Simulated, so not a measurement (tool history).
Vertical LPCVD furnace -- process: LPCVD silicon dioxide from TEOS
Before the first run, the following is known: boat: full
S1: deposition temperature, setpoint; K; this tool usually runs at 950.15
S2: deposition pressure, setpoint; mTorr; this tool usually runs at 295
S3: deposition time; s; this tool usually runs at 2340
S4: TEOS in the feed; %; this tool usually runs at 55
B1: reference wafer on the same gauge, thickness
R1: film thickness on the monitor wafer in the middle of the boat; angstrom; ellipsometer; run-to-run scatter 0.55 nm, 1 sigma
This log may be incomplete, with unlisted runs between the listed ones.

run	hour	S1	S2	S3	S4	B1	R1
1	0	950.15	295	2340	55	137.28	1551.4
2	35.5	950.15	295	2340	55	137.69	1547.5
3	65.3	950.15	295	2010	55	137.51	1327.3
4	94.8	950.15	295	2010	55	137.85	1330.5
5	115.1	950.15	295	2010	55	138.11	1338.9
6	128	950.15	330	2340	55	138.22	1641
7	151.9	950.15	330	2340	55	138.03	1644.6
8	176.2	950.15	330	2340	55	138.23	1637.2
9	193.7	950.15	295	2340	55	138.21	1550.9
# hour 246.6: TEOS flow controller replaced
10	247.1	950.15	270	2340	55	138.73	1495
11	250.9	950.15	295	2340	55	138.56	1551.2
# hour 254.9: gauge calibrated
12	271.4	950.15	295	2340	55	135.59	1523.2
# hour 369.8: thermocouples replaced and temperature profile calibrated
13	376.3	950.15	295	2340	50	136.32	1450.1
14	388.6	950.15	295	2340	50	136.09	1456.5
15	417.5	954.15	295	2340	55	136.24	1686.1
16	429.5	950.15	295	2340	50	136.57	1468.1
17	444.9	950.15	295	1680	62	136.59	1166.7
18	467.3	950.15	295	2340	55	136.61	1534.6
19	499.3	950.15	320	2340	55	136.96	1596.6
20	521.1	939.15	295	2340	55	137.08	1178.1
21	536.5	960.15	260	1680	64	137.01	1425.1
22	552.5	956.15	295	2340	55	137.07	1779.2
23	584.8	950.15	295	2700	48	137.28	1654.2
# hour 624.1: pressure gauge zeroed
24	624.6	950.15	295	2340	55	137.29	1541.5
25	637.1	950.15	295	2340	55	137.52	1544.1
26	657.5	950.15	370	2340	55	137.58	1736.1
27	683.8	950.15	295	2340	55	137.88	1552.9
28	711.6	950.15	295	2070	55	137.96	1368.2
29	728.9	950.15	295	2340	55	137.96	1546.2
30	748	950.15	260	2340	52	138.16	1413.9
31	781.1	950.15	295	2070	45	138.31	1244.4

Run-by-run hidden state of the tool:
true tube temperature minus thermocouple reading, K: 0, the same for each run
true pressure minus gauge reading, mTorr: 0, the same for each run
deviation of the TEOS flow from its setpoint, %: 0, the same for each run
H1: gauge reads high (%)
run	H1
1	1.01
2	1.15
3	1.27
4	1.39
5	1.47
6	1.52
7	1.62
8	1.72
9	1.79
10	2
11	2.02
12	-0.289
13	0.131
14	0.18
15	0.295
16	0.343
17	0.405
18	0.495
19	0.623
20	0.71
21	0.771
22	0.835
23	0.965
24	1.12
25	1.17
26	1.26
27	1.36
28	1.47
29	1.54
30	1.62
31	1.75

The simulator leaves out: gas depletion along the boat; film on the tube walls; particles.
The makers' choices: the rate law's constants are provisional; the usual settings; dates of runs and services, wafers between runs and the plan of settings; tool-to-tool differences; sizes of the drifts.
